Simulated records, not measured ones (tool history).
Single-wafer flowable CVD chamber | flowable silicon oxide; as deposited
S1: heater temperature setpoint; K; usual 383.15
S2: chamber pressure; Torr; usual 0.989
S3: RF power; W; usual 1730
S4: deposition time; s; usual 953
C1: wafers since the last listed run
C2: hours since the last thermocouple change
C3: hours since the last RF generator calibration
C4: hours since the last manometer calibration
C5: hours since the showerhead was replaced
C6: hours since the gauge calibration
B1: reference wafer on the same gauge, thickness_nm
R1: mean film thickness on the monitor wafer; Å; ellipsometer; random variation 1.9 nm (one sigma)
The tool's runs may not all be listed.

Run 1, hour 0: usual settings; C1 0; C2 387; C3 1188; C4 702.6; C5 5822.4; C6 275; B1 603.402. Result: R1 5160.29 Å.
Run 2, hour 107: usual settings but S2 0.822 Torr, S3 1845 W; C1 236; C2 494; C3 1295; C4 809.6; C5 5929.4; C6 382; B1 603.085. Result: R1 4316.89 Å.
Run 3, hour 180.5: usual settings but S2 0.822 Torr, S3 1845 W; C1 162; C2 567.5; C3 1368.5; C4 883.1; C5 6002.9; C6 455.5; B1 602.976. Result: R1 4267.14 Å.
Run 4, hour 275.1: usual settings but S2 0.822 Torr, S3 1845 W; C1 209; C2 662.1; C3 1463.1; C4 977.7; C5 6097.5; C6 550.1; B1 602.608. Result: R1 4293.12 Å.
Run 5, hour 337.2: usual settings but S3 1510 W; C1 137; C2 724.2; C3 1525.2; C4 1039.8; C5 6159.6; C6 612.2; B1 602.955. Result: R1 4993.27 Å.
Run 6, hour 374.6: usual settings but S3 1510 W; C1 82; C2 761.6; C3 1562.6; C4 1077.2; C5 6197; C6 649.6; B1 602.282. Result: R1 4941.8 Å.
Run 7, hour 459.6: usual settings but S4 1066 s; C1 188; C2 846.6; C3 1647.6; C4 1162.2; C5 6282; C6 734.6; B1 603.297. Result: R1 5674.16 Å.
Run 8, hour 548.6: usual settings but S4 1066 s; C1 196; C2 935.6; C3 1736.6; C4 1251.2; C5 6371; C6 823.6; B1 602.587. Result: R1 5706.41 Å.
Run 9, hour 606: usual settings; C1 127; C2 993; C3 1794; C4 1308.6; C5 6428.4; C6 881; B1 602.94. Result: R1 5066.13 Å.
Run 10, hour 668.8: usual settings; C1 138; C2 1055.8; C3 1856.8; C4 1371.4; C5 6491.2; C6 943.8; B1 603.222. Result: R1 5049.72 Å.
Run 11, hour 718.6: usual settings; C1 110; C2 1105.6; C3 1906.6; C4 1421.2; C5 6541; C6 993.6; B1 603.453. Result: R1 5033.29 Å.
At hour 770.9: gauge calibrated.
Run 12, hour 777.6: usual settings but S2 1.124 Torr; C1 130; C2 1164.6; C3 1965.6; C4 1480.2; C5 6600; C6 6.7; B1 603.437. Result: R1 5669.53 Å.
Run 13, hour 867.6: usual settings but S2 1.124 Torr; C1 199; C2 1254.6; C3 2055.6; C4 1570.2; C5 6690; C6 96.7; B1 602.761. Result: R1 5706.36 Å.
Run 14, hour 953.9: usual settings but S1 395.15 K, S4 773 s; C1 190; C2 1340.9; C3 2141.9; C4 1656.5; C5 6776.3; C6 183; B1 602.879. Result: R1 2677.46 Å.
Run 15, hour 1031.1: usual settings but S2 0.839 Torr; C1 170; C2 1418.1; C3 2219.1; C4 1733.7; C5 6853.5; C6 260.2; B1 603.486. Result: R1 4198.79 Å.
Run 16, hour 1091.9: usual settings but S1 379.15 K, S2 0.763 Torr, S3 1525 W, S4 866 s; C1 134; C2 1478.9; C3 2279.9; C4 1794.5; C5 6914.3; C6 321; B1 602.651. Result: R1 3948.56 Å.
At hour 1118.5: showerhead replaced, of another model than before.
At hour 1246.6: thermocouple changed; heater temperature recalibrated.
At hour 1278.1: RF generator calibrated.
Run 17, hour 1335.4: usual settings but S1 392.15 K; C1 485; C2 88.8; C3 57.3; C4 2038; C5 216.9; C6 564.5; B1 603.017. Result: R1 3678.67 Å.
At hour 1360.9: capacitance manometer re-zeroed and calibrated.
Run 18, hour 1404.3: usual settings but S1 370.15 K, S2 0.87 Torr, S3 2055 W, S4 1082 s; C1 134; C2 157.7; C3 126.2; C4 43.4; C5 285.8; C6 633.4; B1 603.799. Result: R1 8999.96 Å.
Run 19, hour 1443.8: usual settings; C1 87; C2 197.2; C3 165.7; C4 82.9; C5 325.3; C6 672.9; B1 603.166. Result: R1 5174.35 Å.
Run 20, hour 1550.3: usual settings but S4 1052 s; C1 235; C2 303.7; C3 272.2; C4 189.4; C5 431.8; C6 779.4; B1 603.672. Result: R1 5726.38 Å.
Run 21, hour 1624.1: usual settings but S2 0.794 Torr, S3 1605 W; C1 163; C2 377.5; C3 346; C4 263.2; C5 505.6; C6 853.2; B1 601.816. Result: R1 4488.18 Å.
Run 22, hour 1724.8: usual settings; C1 222; C2 478.2; C3 446.7; C4 363.9; C5 606.3; C6 953.9; B1 603.428. Result: R1 5184.48 Å.
At hour 1746: gauge calibrated.
Run 23, hour 1764.4: usual settings but S1 396.15 K, S2 1.227 Torr, S3 1500 W, S4 890 s; C1 87; C2 517.8; C3 486.3; C4 403.5; C5 645.9; C6 18.4; B1 604.025. Result: R1 3525.11 Å.
Run 24, hour 1865.3: usual settings but S1 371.15 K, S2 1.176 Torr, S3 1500 W; C1 223; C2 618.7; C3 587.2; C4 504.4; C5 746.8; C6 119.3; B1 603.484. Result: R1 8930.57 Å.
Run 25, hour 1957.5: usual settings; C1 204; C2 710.9; C3 679.4; C4 596.6; C5 839; C6 211.5; B1 602.771. Result: R1 5136.99 Å.
Run 26, hour 1996: usual settings but S1 397.15 K, S3 1470 W; C1 85; C2 749.4; C3 717.9; C4 635.1; C5 877.5; C6 250; B1 602.72. Result: R1 3177.45 Å.

4 ways to go on from here, each from the tool as it stands after run 26. What would each give?
Run A, hour 1996.7: usual settings; C1 1; C2 750.1; C3 718.6; C4 635.8; C5 878.2; C6 250.7; B1 ?. Result: R1 ?.
Run B, hour 1996.7: usual settings but S1 371.15 K; C1 1; C2 750.1; C3 718.6; C4 635.8; C5 878.2; C6 250.7; B1 ?. Result: R1 ?.
Run C, hour 1996.7: usual settings but S1 397.15 K, S2 1.064 Torr, S3 2060 W, S4 1048 s; C1 1; C2 750.1; C3 718.6; C4 635.8; C5 878.2; C6 250.7; B1 ?. Result: R1 ?.
Run D, hour 1996.7: usual settings but S3 1640 W; C1 1; C2 750.1; C3 718.6; C4 635.8; C5 878.2; C6 250.7; B1 ?. Result: R1 ?.

run      B1       R1
  A  603.13  5154.37
  B  603.13  8109.05
  C  603.13  3777.88
  D  603.13  5129.84
Without the tool's hidden state the same runs would have given:
run       R1
  A  5160.11
  B  8118.08
  C  3782.09
  D  5135.55

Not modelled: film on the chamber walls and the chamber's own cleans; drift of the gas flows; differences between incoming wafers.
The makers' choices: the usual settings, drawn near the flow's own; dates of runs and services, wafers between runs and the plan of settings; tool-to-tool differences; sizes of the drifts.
